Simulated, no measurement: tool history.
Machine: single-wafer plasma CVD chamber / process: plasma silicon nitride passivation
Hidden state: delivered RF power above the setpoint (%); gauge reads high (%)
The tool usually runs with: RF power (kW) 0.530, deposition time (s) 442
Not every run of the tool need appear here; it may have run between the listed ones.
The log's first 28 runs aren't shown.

| run | hour | RF power (kW) | deposition time (s) | wafers since the last listed run | hours since the last RF generator calibration | hours since the showerhead was replaced | hours since the gauge calibration | read-back reference wafer on the same gauge, thickness_nm | mean film thickness on the monitor wafer (angstrom) |
|---|---|---|---|---|---|---|---|---|---|
| 29 | 2375.3 | 0.440 | 442 | 439 | 91.2 | 224.0 | 339.6 | 719.670 | 6830.71 |
| 30 | 2429.1 | 0.530 | 442 | 298 | 145.0 | 277.8 | 393.4 | 720.444 | 7000.82 |
| 31 | 2499.6 | 0.465 | 529 | 390 | 215.5 | 348.3 | 463.9 | 720.078 | 8142.24 |
| 32 | 2576.8 | 0.530 | 442 | 427 | 292.7 | 425.5 | 541.1 | 720.727 | 7052.53 |
| 33 | 2645.8 | 0.570 | 495 | 382 | 361.7 | 494.5 | 610.1 | 720.061 | 7952.44 |
| 34 | 2696.0 | 0.555 | 527 | 278 | 411.9 | 544.7 | 660.3 | 719.803 | 8378.04 |
| 35 | 2802.5 | 0.445 | 370 | 590 | 518.4 | 651.2 | 766.8 | 720.307 | 5651.49 |
| 36 | 2860.0 | 0.600 | 442 | 318 | 575.9 | 708.7 | 824.3 | 719.983 | 7122.01 |
|  | 3066.0 | RF generator calibrated |
| 37 | 3072.0 | 0.530 | 442 | 1130 | 6.0 | 920.7 | 1036.3 | 719.154 | 7043.70 |
| 38 | 3174.9 | 0.590 | 483 | 570 | 108.9 | 1023.6 | 1139.2 | 719.393 | 7782.83 |
| 39 | 3235.9 | 0.530 | 442 | 338 | 169.9 | 1084.6 | 1200.2 | 719.646 | 6985.87 |
| 40 | 3310.0 | 0.595 | 442 | 410 | 244.0 | 1158.7 | 1274.3 | 719.721 | 7108.21 |
| 41 | 3379.1 | 0.530 | 402 | 383 | 313.1 | 1227.8 | 1343.4 | 721.228 | 6385.16 |
| 42 | 3483.4 | 0.635 | 399 | 578 | 417.4 | 1332.1 | 1447.7 | 719.632 | 6519.06 |
| 43 | 3537.1 | 0.490 | 523 | 297 | 471.1 | 1385.8 | 1501.4 | 719.759 | 8124.60 |
| 44 | 3580.0 | 0.530 | 359 | 237 | 514.0 | 1428.7 | 1544.3 | 719.991 | 5675.75 |

3 ways to go on from here, each from the tool as it stands after run 44. What would each give?
| A | 3580.5 | 0.530 | 442 | 2 | 514.5 | 1429.2 | 1544.8 | ? | ? |
| B | 3580.5 | 0.435 | 469 | 2 | 514.5 | 1429.2 | 1544.8 | ? | ? |
| C | 3580.5 | 0.570 | 476 | 2 | 514.5 | 1429.2 | 1544.8 | ? | ? |

| run | read-back reference wafer on the same gauge, thickness_nm | mean film thickness on the monitor wafer (angstrom) |
|---|---|---|
| A | 719.828 | 6961.46 |
| B | 719.828 | 7147.82 |
| C | 719.828 | 7593.78 |
With no hidden state in the tool, these same runs would have given:
| run | mean film thickness on the monitor wafer (angstrom) |
|---|---|
| A | 7022.96 |
| B | 7210.97 |
| C | 7660.87 |
